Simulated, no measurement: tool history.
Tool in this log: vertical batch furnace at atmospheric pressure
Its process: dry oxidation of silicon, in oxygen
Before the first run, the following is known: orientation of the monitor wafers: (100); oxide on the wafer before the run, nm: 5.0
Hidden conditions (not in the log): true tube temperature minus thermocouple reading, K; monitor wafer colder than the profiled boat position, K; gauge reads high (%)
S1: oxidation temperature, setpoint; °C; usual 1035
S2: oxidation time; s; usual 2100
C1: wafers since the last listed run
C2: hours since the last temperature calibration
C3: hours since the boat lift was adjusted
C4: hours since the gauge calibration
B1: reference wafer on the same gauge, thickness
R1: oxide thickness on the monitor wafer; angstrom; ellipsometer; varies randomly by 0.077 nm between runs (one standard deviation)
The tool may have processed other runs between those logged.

run,day,S1,S2,C1,C2,C3,C4,B1,R1
1,0,1045,2100,0,4365.8,2164.1,133.1,42.8,535.7
2,0.412,1045,2100,150,4375.7,2174,143,42.8,537
3,1.117,1045,2100,256,4392.6,2190.9,159.9,42.81,534.9
4,1.875,1035,2100,276,4410.8,2209.1,178.1,42.79,491.2
5,2.338,1035,2100,168,4421.9,2220.2,189.2,42.79,491.1
6,2.758,1044,2100,153,4432,2230.3,199.3,42.78,531.2
7,3.179,1035,2100,153,4442.1,2240.4,209.4,42.81,491
8,3.621,1035,2100,161,4452.7,2251,220,42.81,491.3
9,3.896,1035,2100,100,4459.3,2257.6,226.6,42.79,491.6
10,4.412,1029,1410,188,4471.7,2270,239,42.79,370.9
11,5.05,1029,1410,232,4487,2285.3,254.3,42.81,371.3
12,5.308,1035,2100,94,4493.2,2291.5,260.5,42.81,491.8
13,5.912,1035,2100,220,4507.7,2306,275,42.81,489.7
14,6.675,1017,1440,277,4526,2324.3,293.3,42.81,339.6
15,7.062,1035,1140,141,4535.3,2333.6,302.6,42.8,347.5
# day 8.075: boat lift adjusted
# day 9.062: thermocouples replaced and temperature profile calibrated
16,9.083,1035,2100,12,0.5,24.2,351.1,42.8,510.2
17,9.267,1046,3030,66,4.9,28.6,355.5,42.78,700.3
# day 9.292: gauge calibrated
18,9.446,1035,2100,65,9.2,32.9,3.7,42.8,508.6
19,9.629,1056,1740,66,13.6,37.3,8.1,42.79,544.1
20,10.55,1035,1830,335,35.7,59.4,30.2,42.78,471.4
21,11.05,1035,2100,182,47.7,71.4,42.2,42.8,508.9
22,11.442,1044,2100,142,57.1,80.8,51.6,42.79,549.8
23,12.175,1055,1440,267,74.7,98.4,69.2,42.82,482.7
24,12.796,1035,2100,226,89.6,113.3,84.1,42.79,510.2
25,13.421,1058,3120,227,104.6,128.3,99.1,42.8,788
26,13.792,1026,1710,135,113.5,137.2,108,42.81,418.1
27,14.488,1042,2100,253,130.2,153.9,124.7,42.81,538.8

Below, some changes in R1 between adjacent runs. For each, the amount present without the hidden state too (settings, incoming material, random variation) and the amount remaining for the hidden state with gauge scatter not shared by both compared results:
Run 13 -> 14: S1 1035 -> 1017, S2 2100 -> 1440. R1 -150.1 angstrom: hidden state +6.6, all else -156.7.
Run 15 -> 16: S2 1140 -> 2100, boat lift adjusted, thermocouples replaced and temperature profile calibrated. R1 +162.7 angstrom: hidden state +12.9, all else +149.8.
Run 24 -> 25: S1 1035 -> 1058, S2 2100 -> 3120. R1 +277.8 angstrom: hidden state -1.1, all else +278.9.
Run 25 -> 26: S1 1058 -> 1026, S2 3120 -> 1710. R1 -369.9 angstrom: hidden state +1.3, all else -371.2.
